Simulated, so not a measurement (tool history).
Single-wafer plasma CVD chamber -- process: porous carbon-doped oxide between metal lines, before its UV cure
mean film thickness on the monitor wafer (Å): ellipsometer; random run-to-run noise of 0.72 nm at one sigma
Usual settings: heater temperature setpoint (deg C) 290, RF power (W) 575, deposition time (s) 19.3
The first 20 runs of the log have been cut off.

run    hour  heater temperature setpoint (deg C)  RF power (W)  deposition time (s)  read-back reference wafer on the same gauge, thickness_nm  mean film thickness on the monitor wafer (Å)
       1219  -- thermocouple changed; heater temperature recalibrated
     1233.5  -- gauge calibrated
 21  1272.4                                  290           630                 19.3                                                    130.022                                       1343.53
 22  1315.8                                  303           575                 19.3                                                    130.125                                       1157.52
       1392  -- RF generator calibrated
 23  1392.5                                  279           480                 21.6                                                    130.066                                       1291.34
 24  1435.4                                  290           520                 19.3                                                    129.926                                       1154.98
 25  1473.5                                  290           575                 19.3                                                    130.107                                       1259.16
 26  1544.3                                  290           690                 16.1                                                    129.994                                       1215.89
 27  1604.3                                  290           575                 19.3                                                    130.152                                       1240.78
 28  1661.5                                  290           620                 15.7                                                     130.23                                       1090.23
 29  1824.5                                  290           575                 19.3                                                    130.114                                       1254.88
 30  1863.3                                  290           685                 16.4                                                     129.95                                       1225.69
 31  1958.8                                  290           530                 15.6                                                    129.837                                        956.61
 32  2030.6                                  290           575                 19.3                                                    130.178                                       1245.81
 33  2062.1                                  301           655                 16.9                                                    130.011                                       1157.67

Here are 5 independent what-if runs from the current tool condition. What would each one return?
  A  2062.5                                  290           575                 19.3                                                          ?                                             ?
  B  2062.5                                  277           575                 15.6                                                          ?                                             ?
  C  2062.5                                  304           545                 20.4                                                          ?                                             ?
  D  2062.5                                  281           505                 22.4                                                          ?                                             ?
  E  2062.5                                  286           575                 19.3                                                          ?                                             ?

run  read-back reference wafer on the same gauge, thickness_nm  mean film thickness on the monitor wafer (Å)
  A                                                    129.788                                       1261.33
  B                                                    129.788                                        1103.2
  C                                                    129.788                                       1187.15
  D                                                    129.788                                       1377.22
  E                                                    129.788                                       1288.89
Take away the tool's hidden state, keep each run's random variation, and the runs would have read:
run  mean film thickness on the monitor wafer (Å)
  A                                       1261.33
  B                                        1103.2
  C                                       1187.15
  D                                       1377.22
  E                                       1288.89

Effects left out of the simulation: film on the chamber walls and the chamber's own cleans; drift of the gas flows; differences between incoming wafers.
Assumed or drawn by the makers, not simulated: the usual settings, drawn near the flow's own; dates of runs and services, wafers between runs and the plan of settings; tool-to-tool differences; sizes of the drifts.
